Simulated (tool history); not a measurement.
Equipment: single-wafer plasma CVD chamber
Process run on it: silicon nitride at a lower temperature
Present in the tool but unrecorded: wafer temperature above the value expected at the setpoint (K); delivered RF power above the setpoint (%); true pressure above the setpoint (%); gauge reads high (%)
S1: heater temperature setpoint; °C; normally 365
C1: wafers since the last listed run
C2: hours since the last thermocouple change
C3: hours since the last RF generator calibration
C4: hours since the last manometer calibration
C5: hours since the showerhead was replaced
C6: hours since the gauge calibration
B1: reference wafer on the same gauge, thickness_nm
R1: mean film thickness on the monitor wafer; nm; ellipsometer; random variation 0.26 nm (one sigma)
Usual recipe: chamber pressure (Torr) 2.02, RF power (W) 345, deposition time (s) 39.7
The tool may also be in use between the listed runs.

Run 1, day 0: usual settings; C1 0; C2 2443.4; C3 992; C4 1590.4; C5 4840.6; C6 32.9; B1 47.054. Result: R1 45.719 nm.
Run 2, day 1.446: usual settings; C1 985; C2 2478.1; C3 1026.7; C4 1625.1; C5 4875.3; C6 67.6; B1 47.109. Result: R1 45.857 nm.
At day 1.838: RF generator calibrated.
Run 3, day 2.175: usual settings but S1 354 °C, chamber pressure (Torr) 1.76; C1 269; C2 2495.6; C3 8.1; C4 1642.6; C5 4892.8; C6 85.1; B1 47.071. Result: R1 46.825 nm.
At day 2.579: showerhead replaced.
Run 4, day 2.733: usual settings but S1 354 °C, chamber pressure (Torr) 1.76; C1 153; C2 2509; C3 21.5; C4 1656; C5 3.7; C6 98.5; B1 47.026. Result: R1 46.769 nm.
At day 3.104: thermocouple changed; heater temperature recalibrated.
Run 5, day 3.579: usual settings but S1 354 °C, chamber pressure (Torr) 1.76; C1 349; C2 11.4; C3 41.8; C4 1676.3; C5 24; C6 118.8; B1 47.059. Result: R1 46.443 nm.
Run 6, day 4.096: usual settings; C1 352; C2 23.8; C3 54.2; C4 1688.7; C5 36.4; C6 131.2; B1 47.134. Result: R1 47.507 nm.
Run 7, day 4.988: usual settings; C1 607; C2 45.2; C3 75.6; C4 1710.1; C5 57.8; C6 152.6; B1 47.082. Result: R1 47.558 nm.
Run 8, day 5.979: usual settings; C1 675; C2 69; C3 99.4; C4 1733.9; C5 81.6; C6 176.4; B1 47.154. Result: R1 47.684 nm.
At day 6.417: capacitance manometer re-zeroed and calibrated.
Run 9, day 6.592: usual settings but S1 372 °C; C1 190; C2 83.7; C3 114.1; C4 4.2; C5 96.3; C6 191.1; B1 47.058. Result: R1 46.92 nm.
Run 10, day 7.55: usual settings but RF power (W) 315, deposition time (s) 35; C1 652; C2 106.7; C3 137.1; C4 27.2; C5 119.3; C6 214.1; B1 47.17. Result: R1 39.116 nm.
Run 11, day 8.479: usual settings but RF power (W) 315, deposition time (s) 35; C1 633; C2 129; C3 159.4; C4 49.5; C5 141.6; C6 236.4; B1 47.192. Result: R1 38.913 nm.
Run 12, day 9.088: usual settings; C1 414; C2 143.6; C3 174; C4 64.1; C5 156.2; C6 251; B1 47.186. Result: R1 46.696 nm.
Run 13, day 9.95: usual settings but RF power (W) 380, deposition time (s) 32.8; C1 587; C2 164.3; C3 194.7; C4 84.8; C5 176.9; C6 271.7; B1 47.099. Result: R1 42.036 nm.
Run 14, day 11.317: usual settings but chamber pressure (Torr) 2.44, RF power (W) 300, deposition time (s) 32.7; C1 931; C2 197.1; C3 227.5; C4 117.6; C5 209.7; C6 304.5; B1 47.069. Result: R1 36.851 nm.

Expected results for the next run?
Run 15, day 12.208: usual settings but chamber pressure (Torr) 2.28; C1 607; C2 218.5; C3 248.9; C4 139; C5 231.1; C6 325.9; B1 ?. Result: R1 ?.

Run 15 measured B1 47.044, R1 48.334 nm.
With the hidden condition absent and the run-to-run variation left alone, this run would have shown R1 49.881 nm.
